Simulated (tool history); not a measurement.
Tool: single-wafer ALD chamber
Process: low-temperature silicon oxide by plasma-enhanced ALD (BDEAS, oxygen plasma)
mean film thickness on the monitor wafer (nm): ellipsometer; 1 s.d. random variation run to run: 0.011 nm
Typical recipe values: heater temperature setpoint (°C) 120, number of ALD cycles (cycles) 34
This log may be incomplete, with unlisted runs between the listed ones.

run    hour  heater temperature setpoint (°C)  number of ALD cycles (cycles)  wafers since the last listed run  hours since the last thermocouple change  hours since the gauge calibration  read-back reference wafer on the same gauge, thickness_nm  mean film thickness on the monitor wafer (nm)
  1     0.0                               131                             30                                 0                                     943.7                              719.6                                                      3.900                                          3.718
  2    57.8                               120                             34                               304                                    1001.5                              777.4                                                      3.898                                          4.320
  3   103.1                               120                             32                               238                                    1046.8                              822.7                                                      3.900                                          4.083
  4   163.5                               111                             37                               318                                    1107.2                              883.1                                                      3.902                                          4.768
  5   233.2                               111                             37                               367                                    1176.9                              952.8                                                      3.902                                          4.797
  6   336.3                               111                             37                               543                                    1280.0                             1055.9                                                      3.900                                          4.779
  7   375.6                               120                             34                               207                                    1319.3                             1095.2                                                      3.902                                          4.296
  8   444.9                               120                             34                               365                                    1388.6                             1164.5                                                      3.903                                          4.279
  9   482.2                               120                             39                               196                                    1425.9                             1201.8                                                      3.900                                          4.917
 10   518.7                               120                             31                               192                                    1462.4                             1238.3                                                      3.896                                          3.913
 11   589.7                               120                             31                               374                                    1533.4                             1309.3                                                      3.901                                          3.897
 12   637.9                               120                             31                               254                                    1581.6                             1357.5                                                      3.899                                          3.899
 13   684.0                               120                             37                               243                                    1627.7                             1403.6                                                      3.904                                          4.634
 14   755.2                               120                             37                               375                                    1698.9                             1474.8                                                      3.898                                          4.669
 15   825.4                               120                             37                               370                                    1769.1                             1545.0                                                      3.901                                          4.635
 16   855.3                               131                             34                               157                                    1799.0                             1574.9                                                      3.898                                          4.166
      869.4  -- gauge calibrated
      873.1  -- thermocouple changed; heater temperature recalibrated
 17   902.7                               131                             34                               207                                      29.6                               33.3                                                      3.899                                          4.246
 18   959.4                               120                             34                               298                                      86.3                               90.0                                                      3.900                                          4.324
 19   990.6                               106                             34                               164                                     117.5                              121.2                                                      3.898                                          4.449
 20  1026.0                               114                             28                               186                                     152.9                              156.6                                                      3.895                                          3.606
 21  1116.3                               115                             29                               476                                     243.2                              246.9                                                      3.902                                          3.743
 22  1153.6                               120                             34                               196                                     280.5                              284.2                                                      3.902                                          4.330
 23  1187.3                               134                             32                               177                                     314.2                              317.9                                                      3.901                                          3.946
 24  1246.3                               128                             28                               311                                     373.2                              376.9                                                      3.898                                          3.478
 25  1302.7                               120                             34                               297                                     429.6                              433.3                                                      3.898                                          4.315
 26  1332.2                               120                             34                               155                                     459.1                              462.8                                                      3.896                                          4.335
 27  1388.1                               120                             38                               294                                     515.0                              518.7                                                      3.899                                          4.820
 28  1432.1                               133                             28                               232                                     559.0                              562.7                                                      3.900                                          3.467
 29  1497.7                               112                             34                               345                                     624.6                              628.3                                                      3.901                                          4.377
 30  1546.6                               120                             27                               257                                     673.5                              677.2                                                      3.902                                          3.431
 31  1608.1                               128                             37                               324                                     735.0                              738.7                                                      3.899                                          4.622
 32  1644.1                               120                             34                               189                                     771.0                              774.7                                                      3.903                                          4.288
 33  1675.9                               113                             34                               167                                     802.8                              806.5                                                      3.902                                          4.390
 34  1703.6                               120                             28                               146                                     830.5                              834.2                                                      3.899                                          3.555
 35  1744.4                               106                             34                               215                                     871.3                              875.0                                                      3.900                                          4.444
 36  1780.1                               120                             34                               188                                     907.0                              910.7                                                      3.903                                          4.321
 37  1813.5                               126                             34                               176                                     940.4                              944.1                                                      3.901                                          4.253

Consider 3 possible next runs. They are alternatives, not a sequence: every one starts from the tool as it was left by run 37. What does each give?
  A  1814.0                               120                             34                                 2                                     940.9                              944.6                                                          ?                                              ?
  B  1814.0                               127                             28                                 2                                     940.9                              944.6                                                          ?                                              ?
  C  1814.0                               130                             36                                 2                                     940.9                              944.6                                                          ?                                              ?

run  read-back reference wafer on the same gauge, thickness_nm  mean film thickness on the monitor wafer (nm)
  A                                                      3.898                                          4.304
  B                                                      3.898                                          3.491
  C                                                      3.898                                          4.459
Without the tool's hidden state the same runs would have given:
run  mean film thickness on the monitor wafer (nm)
  A                                          4.326
  B                                          3.509
  C                                          4.483
